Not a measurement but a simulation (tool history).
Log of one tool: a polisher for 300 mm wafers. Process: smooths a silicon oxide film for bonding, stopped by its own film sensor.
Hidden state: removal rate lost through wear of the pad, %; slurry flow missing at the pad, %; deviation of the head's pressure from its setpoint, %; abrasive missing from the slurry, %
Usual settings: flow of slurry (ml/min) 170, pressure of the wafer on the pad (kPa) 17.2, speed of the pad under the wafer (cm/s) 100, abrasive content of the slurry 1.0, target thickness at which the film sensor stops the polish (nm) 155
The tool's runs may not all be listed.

run,hour,flow of slurry (ml/min),pressure of the wafer on the pad (kPa),speed of the pad under the wafer (cm/s),abrasive content of the slurry,target thickness at which the film sensor stops the polish (nm),wafers since the last listed run,wafers polished on this pad,hours since the slurry nozzle was cleaned,hours since the head pressure was calibrated,hours since the slurry blender was calibrated,"incoming thickness of the incoming film, nm",time until the film sensor stopped the polish (s)
1,0.0,135,17.2,100,1.0,155,0,632,268.4,967.9,67.0,187.9,38.5
2,16.0,135,17.2,100,1.0,155,158,790,284.4,983.9,83.0,190.6,43.0
3,46.1,135,17.2,100,1.0,155,298,1089,314.5,1014.0,113.1,192.2,44.7
# hour 78.4: worn pad replaced by a new one
4,81.2,170,12.4,100,1.0,155,308,27,349.6,1049.1,148.2,190.5,48.0
5,108.7,170,17.2,100,1.0,155,272,300,377.1,1076.6,175.7,192.9,41.5
6,126.8,145,17.2,100,1.0,155,179,479,395.2,1094.7,193.8,192.9,42.9
7,150.5,145,17.2,100,1.0,155,235,715,418.9,1118.4,217.5,191.8,44.1
8,177.6,150,17.2,100,1.0,155,268,984,446.0,1145.5,244.6,190.7,42.7
9,192.1,150,17.2,100,1.0,155,143,1127,460.5,1160.0,259.1,189.7,41.4
10,213.0,150,17.2,100,1.0,155,207,1335,481.4,1180.9,280.0,186.7,37.6
# hour 238.8: worn pad replaced by a new one
# hour 271.4: head pressure recalibrated
# hour 274.1: slurry blender recalibrated
11,295.5,140,17.2,100,1.0,155,739,522,563.9,24.1,21.4,191.9,48.0
12,315.2,170,17.2,124,1.0,155,195,718,583.6,43.8,41.1,190.4,39.3
13,344.6,125,17.2,100,1.0,163,291,1010,613.0,73.2,70.5,190.2,36.3
# hour 360.9: worn pad replaced by a new one, repeated, since the last time left the tool worse
14,364.5,125,17.2,100,1.0,163,157,35,632.9,93.1,90.4,191.3,32.4
15,386.7,125,17.2,100,1.0,163,220,256,655.1,115.3,112.6,189.7,31.1
16,399.6,170,17.2,100,1.0,155,128,384,668.0,128.2,125.5,188.3,38.1
17,412.3,170,17.2,100,1.0,155,126,510,680.7,140.9,138.2,187.9,37.7
18,433.8,210,13.8,100,1.0,167,213,723,702.2,162.4,159.7,191.1,31.7
19,463.4,150,22.8,100,1.0,155,293,1017,731.8,192.0,189.3,188.8,33.1
20,482.2,170,17.2,100,1.0,155,186,1203,750.6,210.8,208.1,192.7,44.2
# hour 492.3: slurry nozzle cleaned
21,509.9,170,17.2,116,1.0,155,264,1468,17.6,238.5,235.8,185.8,33.5
# hour 527.7: worn pad replaced by a new one
22,540.7,170,17.2,100,1.2,155,265,128,48.4,269.3,266.6,189.2,35.1
23,565.4,125,17.2,100,1.0,163,245,374,73.1,294.0,291.3,189.4,31.0
24,598.0,130,17.2,100,1.0,145,323,697,105.7,326.6,323.9,190.5,55.7
25,612.9,170,17.2,100,1.0,144,147,845,120.6,341.5,338.8,188.6,50.8
26,633.6,125,17.2,100,1.0,163,205,1050,141.3,362.2,359.5,190.3,34.1
27,657.1,170,17.2,64,1.0,155,233,1284,164.8,385.7,383.0,189.5,50.9
# hour 673.3: slurry blender recalibrated
# hour 681.4: worn pad replaced by a new one
28,721.7,210,12.4,90,1.0,155,581,399,229.4,450.3,48.4,189.4,51.1
29,743.5,125,17.2,100,1.0,163,216,616,251.2,472.1,70.2,187.9,30.1
30,760.1,170,17.2,100,0.8,151,164,780,267.8,488.7,86.8,190.1,49.5

The same runs without the tool's hidden state, with the same run-to-run variation:
run,time until the film sensor stopped the polish (s)
1,36.6
2,40.6
3,42.0
4,47.8
5,40.3
6,41.1
7,41.9
8,40.3
9,39.0
10,35.3
11,41.2
12,33.5
13,30.7
14,31.8
15,29.9
16,36.3
17,35.7
18,29.8
19,30.8
20,41.0
21,31.1
22,34.4
23,29.8
24,52.7
25,47.9
26,32.0
27,47.6
28,49.2
29,28.7
30,46.9
